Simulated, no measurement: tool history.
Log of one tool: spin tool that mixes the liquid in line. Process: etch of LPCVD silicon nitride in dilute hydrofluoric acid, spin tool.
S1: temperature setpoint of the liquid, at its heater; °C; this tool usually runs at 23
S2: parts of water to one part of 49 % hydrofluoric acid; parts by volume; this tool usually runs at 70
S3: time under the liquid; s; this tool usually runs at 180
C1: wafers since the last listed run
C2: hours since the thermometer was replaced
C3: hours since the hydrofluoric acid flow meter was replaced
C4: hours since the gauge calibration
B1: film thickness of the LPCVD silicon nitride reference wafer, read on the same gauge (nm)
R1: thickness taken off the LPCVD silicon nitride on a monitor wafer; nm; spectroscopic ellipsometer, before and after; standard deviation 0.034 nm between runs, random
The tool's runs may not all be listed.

Run 1, hour 0: usual settings; C1 0; C2 1027.2; C3 369.4; C4 537.5; B1 100.958. Result: R1 1.132 nm.
Run 2, hour 91.5: usual settings but S3 225 s; C1 653; C2 1118.7; C3 460.9; C4 629; B1 101.119. Result: R1 1.508 nm.
At hour 179.3: hydrofluoric acid flow meter replaced.
Run 3, hour 182.4: usual settings but S1 19 °C; C1 641; C2 1209.6; C3 3.1; C4 719.9; B1 101.346. Result: R1 0.876 nm.
Run 4, hour 264.7: usual settings but S1 19 °C; C1 587; C2 1291.9; C3 85.4; C4 802.2; B1 101.535. Result: R1 0.898 nm.
Run 5, hour 481.7: usual settings but S1 19 °C; C1 1549; C2 1508.9; C3 302.4; C4 1019.2; B1 102.195. Result: R1 0.915 nm.
Run 6, hour 529.1: usual settings but S2 60 parts by volume; C1 338; C2 1556.3; C3 349.8; C4 1066.6; B1 102.345. Result: R1 1.408 nm.
Run 7, hour 620.6: usual settings but S2 60 parts by volume; C1 653; C2 1647.8; C3 441.3; C4 1158.1; B1 102.68. Result: R1 1.351 nm.
Run 8, hour 661.8: usual settings but S2 60 parts by volume; C1 294; C2 1689; C3 482.5; C4 1199.3; B1 102.817. Result: R1 1.377 nm.
Run 9, hour 750.2: usual settings; C1 631; C2 1777.4; C3 570.9; C4 1287.7; B1 103.179. Result: R1 1.135 nm.
At hour 777.1: hydrofluoric acid flow meter replaced.
Run 10, hour 844.2: usual settings; C1 664; C2 1871.4; C3 67.1; C4 1381.7; B1 103.603. Result: R1 1.173 nm.
Run 11, hour 909.7: usual settings; C1 467; C2 1936.9; C3 132.6; C4 1447.2; B1 103.888. Result: R1 1.168 nm.
Run 12, hour 991.5: usual settings; C1 584; C2 2018.7; C3 214.4; C4 1529; B1 104.299. Result: R1 1.212 nm.
Run 13, hour 1035.3: usual settings; C1 312; C2 2062.5; C3 258.2; C4 1572.8; B1 104.511. Result: R1 1.185 nm.
Run 14, hour 1135: usual settings; C1 711; C2 2162.2; C3 357.9; C4 1672.5; B1 105.06. Result: R1 1.263 nm.
Run 15, hour 1181.5: usual settings but S1 21 °C, S2 105 parts by volume, S3 210 s; C1 332; C2 2208.7; C3 404.4; C4 1719; B1 105.293. Result: R1 0.804 nm.
Run 16, hour 1222.9: usual settings but S1 27 °C, S2 35 parts by volume; C1 295; C2 2250.1; C3 445.8; C4 1760.4; B1 105.519. Result: R1 3.357 nm.
Run 17, hour 1267.6: usual settings but S2 55 parts by volume, S3 150 s; C1 319; C2 2294.8; C3 490.5; C4 1805.1; B1 105.806. Result: R1 1.352 nm.
At hour 1319.3: hydrofluoric acid flow meter replaced.
Run 18, hour 1326.5: usual settings; C1 413; C2 2353.7; C3 7.2; C4 1864; B1 106.127. Result: R1 1.188 nm.
Run 19, hour 1389.6: usual settings; C1 450; C2 2416.8; C3 70.3; C4 1927.1; B1 106.543. Result: R1 1.258 nm.
Run 20, hour 1425.7: usual settings but S1 26 °C, S2 85 parts by volume, S3 140 s; C1 257; C2 2452.9; C3 106.4; C4 1963.2; B1 106.752. Result: R1 0.947 nm.
Run 21, hour 1463.3: usual settings; C1 268; C2 2490.5; C3 144; C4 2000.8; B1 107.016. Result: R1 1.256 nm.
Run 22, hour 1568: usual settings but S3 265 s; C1 747; C2 2595.2; C3 248.7; C4 2105.5; B1 107.727. Result: R1 1.901 nm.
Run 23, hour 1669.1: usual settings but S2 100 parts by volume, S3 265 s; C1 721; C2 2696.3; C3 349.8; C4 2206.6; B1 108.417. Result: R1 1.355 nm.
At hour 1757: thermometer replaced.
Run 24, hour 1757.5: usual settings; C1 624; C2 0.5; C3 438.2; C4 2295; B1 109.057. Result: R1 1.272 nm.
At hour 1812: gauge calibrated.
At hour 1895.1: hydrofluoric acid flow meter replaced.
Run 25, hour 1936.3: usual settings but S1 20 °C, S2 45 parts by volume, S3 125 s; C1 1269; C2 179.3; C3 41.2; C4 124.3; B1 99.121. Result: R1 0.958 nm.
Run 26, hour 2002.6: usual settings but S2 35 parts by volume; C1 473; C2 245.6; C3 107.5; C4 190.6; B1 99.153. Result: R1 2.295 nm.
Run 27, hour 2074.7: usual settings but S1 27 °C, S2 40 parts by volume, S3 225 s; C1 514; C2 317.7; C3 179.6; C4 262.7; B1 99.193. Result: R1 3.202 nm.
Run 28, hour 2125: usual settings but S1 25 °C, S2 100 parts by volume; C1 359; C2 368; C3 229.9; C4 313; B1 99.272. Result: R1 0.923 nm.
Run 29, hour 2213: usual settings; C1 628; C2 456; C3 317.9; C4 401; B1 99.347. Result: R1 1.123 nm.
At hour 2457.9: hydrofluoric acid flow meter replaced.
Run 30, hour 2488.5: usual settings but S1 25 °C, S3 210 s; C1 1960; C2 731.5; C3 30.6; C4 676.5; B1 99.828. Result: R1 1.484 nm.
Run 31, hour 2586.8: usual settings but S1 27 °C; C1 701; C2 829.8; C3 128.9; C4 774.8; B1 100.027. Result: R1 1.515 nm.
Run 32, hour 2650.9: usual settings but S1 19.5 °C; C1 457; C2 893.9; C3 193; C4 838.9; B1 100.229. Result: R1 0.907 nm.
Run 33, hour 2733.1: usual settings but S1 27.5 °C, S2 80 parts by volume; C1 586; C2 976.1; C3 275.2; C4 921.1; B1 100.454. Result: R1 1.376 nm.

Some steps in R1, run to run, broken into two amounts with sign: the step expected even without the hidden condition (settings, incoming material, random variation), and the rest, left for the hidden condition together with whatever gauge scatter is not in both the measured and the hidden-condition-free result:
Unlogged tool condition in this case: liquid hotter than its thermometer reads (K); hydrofluoric acid flow below the setpoint (%); gauge reads high (%).
Run 15 -> 16: S1 21 -> 27, S2 105 -> 35, S3 210 -> 180. R1 +2.553 nm: hidden state +0.135, all else +2.418.
Run 16 -> 17: S1 27 -> 23, S2 35 -> 55, S3 180 -> 150. R1 -2.005 nm: hidden state -0.102, all else -1.903.
Run 24 -> 25: S1 23 -> 20, S2 70 -> 45, S3 180 -> 125, gauge calibrated, hydrofluoric acid flow meter replaced. R1 -0.314 nm: hidden state -0.115, all else -0.199.
Run 27 -> 28: S1 27 -> 25, S2 40 -> 100, S3 225 -> 180. R1 -2.279 nm: hidden state +0.019, all else -2.298.
